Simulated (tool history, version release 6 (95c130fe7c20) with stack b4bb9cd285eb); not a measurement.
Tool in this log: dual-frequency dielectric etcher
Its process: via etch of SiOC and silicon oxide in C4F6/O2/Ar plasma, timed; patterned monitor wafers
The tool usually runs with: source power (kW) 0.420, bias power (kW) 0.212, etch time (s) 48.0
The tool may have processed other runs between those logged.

run    hour  source power (kW)  bias power (kW)  etch time (s)  wafers since the last listed run  hours since the last wet clean  hours since the last source power generator calibration  hours since the last bias power generator calibration  hours since the last upper electrode change  hours since the gauge calibration  read-back reference wafer on the same gauge, depth_nm  mean etch depth across the wafer (nm)
  1     0.0              0.420            0.212           38.5                                 0                           131.0                                                   3276.6                                                 1315.7                                       4949.5                               91.7                                                   47.3                                   42.5
  2    46.5              0.420            0.212           38.5                               324                           177.5                                                   3323.1                                                 1362.2                                       4996.0                              138.2                                                   47.3                                   42.6
  3   207.3              0.360            0.212           59.0                              1122                           338.3                                                   3483.9                                                 1523.0                                       5156.8                              299.0                                                   47.4                                   62.6
  4   286.9              0.400            0.212           48.0                               555                           417.9                                                   3563.5                                                 1602.6                                       5236.4                              378.6                                                   47.3                                   51.8
      371.3  -- wet clean of the chamber
  5   371.8              0.400            0.212           48.0                               425                             0.5                                                   3648.4                                                 1687.5                                       5321.3                              463.5                                                   47.3                                   52.8
  6   430.8              0.420            0.224           38.0                               411                            59.5                                                   3707.4                                                 1746.5                                       5380.3                              522.5                                                   47.3                                   43.2
      466.9  -- source power generator calibrated
  7   498.2              0.420            0.224           38.0                               442                           126.9                                                     31.3                                                 1813.9                                       5447.7                              589.9                                                   47.3                                   42.7
  8   578.9              0.420            0.224           38.0                               563                           207.6                                                    112.0                                                 1894.6                                       5528.4                              670.6                                                   47.3                                   42.7
  9   643.1              0.420            0.227           48.0                               448                           271.8                                                    176.2                                                 1958.8                                       5592.6                              734.8                                                   47.3                                   54.2
      681.3  -- upper electrode replaced
 10   716.5              0.470            0.212           41.5                               344                           345.2                                                    249.6                                                 2032.2                                         35.2                              808.2                                                   47.3                                   46.9
 11   808.3              0.470            0.212           41.5                               640                           437.0                                                    341.4                                                 2124.0                                        127.0                              900.0                                                   47.3                                   46.4
      859.3  -- wet clean of the chamber
 12   905.4              0.420            0.212           48.0                               510                            46.1                                                    438.5                                                 2221.1                                        224.1                              997.1                                                   47.3                                   52.9
 13  1006.7              0.340            0.212           40.5                               707                           147.4                                                    539.8                                                 2322.4                                        325.4                             1098.4                                                   47.3                                   42.0
 14  1082.2              0.470            0.237           61.5                               527                           222.9                                                    615.3                                                 2397.9                                        400.9                             1173.9                                                   47.3                                   72.4
 15  1146.7              0.500            0.241           48.0                               450                           287.4                                                    679.8                                                 2462.4                                        465.4                             1238.4                                                   47.4                                   57.4
 16  1254.1              0.500            0.257           34.0                               749                           394.8                                                    787.2                                                 2569.8                                        572.8                             1345.8                                                   47.3                                   41.3
 17  1356.1              0.420            0.212           48.0                               712                           496.8                                                    889.2                                                 2671.8                                        674.8                             1447.8                                                   47.3                                   51.8
     1384.5  -- wet clean of the chamber
 18  1448.3              0.470            0.212           39.5                               476                            63.8                                                    981.4                                                 2764.0                                        767.0                             1540.0                                                   47.3                                   44.4
     1509.5  -- gauge calibrated
     1518.4  -- bias power generator calibrated
 19  1646.5              0.420            0.258           48.0                              1355                           262.0                                                   1179.6                                                  128.1                                        965.2                              137.0                                                   47.3                                   57.0
 20  1710.2              0.380            0.247           60.0                               444                           325.7                                                   1243.3                                                  191.8                                       1028.9                              200.7                                                   47.4                                   68.0
 21  1816.8              0.340            0.259           57.0                               744                           432.3                                                   1349.9                                                  298.4                                       1135.5                              307.3                                                   47.3                                   63.7
 22  1892.8              0.500            0.242           40.5                               530                           508.3                                                   1425.9                                                  374.4                                       1211.5                              383.3                                                   47.3                                   49.0
     1935.9  -- wet clean of the chamber
 23  1956.3              0.470            0.212           39.5                               275                            20.4                                                   1489.4                                                  437.9                                       1275.0                              446.8                                                   47.4                                   45.4
 24  2000.7              0.420            0.212           48.0                               309                            64.8                                                   1533.8                                                  482.3                                       1319.4                              491.2                                                   47.3                                   53.7
 25  2092.0              0.360            0.160           48.0                               637                           156.1                                                   1625.1                                                  573.6                                       1410.7                              582.5                                                   47.3                                   46.0
 26  2175.7              0.420            0.185           48.0                               584                           239.8                                                   1708.8                                                  657.3                                       1494.4                              666.2                                                   47.2                                   50.7
 27  2275.0              0.450            0.174           34.0                               693                           339.1                                                   1808.1                                                  756.6                                       1593.7                              765.5                                                   47.3                                   35.6
 28  2351.3              0.420            0.212           48.0                               532                           415.4                                                   1884.4                                                  832.9                                       1670.0                              841.8                                                   47.4                                   52.9

Some steps in mean etch depth across the wafer (nm), run to run, broken into two amounts with sign: the step expected even without the hidden condition (settings, incoming material, random variation), and the rest, left for the hidden condition together with whatever gauge scatter is not in both the measured and the hidden-condition-free result:
The tool's hidden condition here consists of: etch rate over this chamber's usual, %; source power that arrives over what is set, %; bias power that arrives over what is set, %; gauge reads high (%).
Run 2 -> 3: source power (kW) 0.420 -> 0.360, etch time (s) 38.5 -> 59.0. mean etch depth across the wafer (nm) +20.0: hidden state -0.7, all else +20.7.
Run 13 -> 14: source power (kW) 0.340 -> 0.470, bias power (kW) 0.212 -> 0.237, etch time (s) 40.5 -> 61.5. mean etch depth across the wafer (nm) +30.4: hidden state -1.0, all else +31.4.
Run 22 -> 23: source power (kW) 0.500 -> 0.470, bias power (kW) 0.242 -> 0.212, etch time (s) 40.5 -> 39.5, wet clean of the chamber. mean etch depth across the wafer (nm) -3.6: hidden state +1.3, all else -4.9.

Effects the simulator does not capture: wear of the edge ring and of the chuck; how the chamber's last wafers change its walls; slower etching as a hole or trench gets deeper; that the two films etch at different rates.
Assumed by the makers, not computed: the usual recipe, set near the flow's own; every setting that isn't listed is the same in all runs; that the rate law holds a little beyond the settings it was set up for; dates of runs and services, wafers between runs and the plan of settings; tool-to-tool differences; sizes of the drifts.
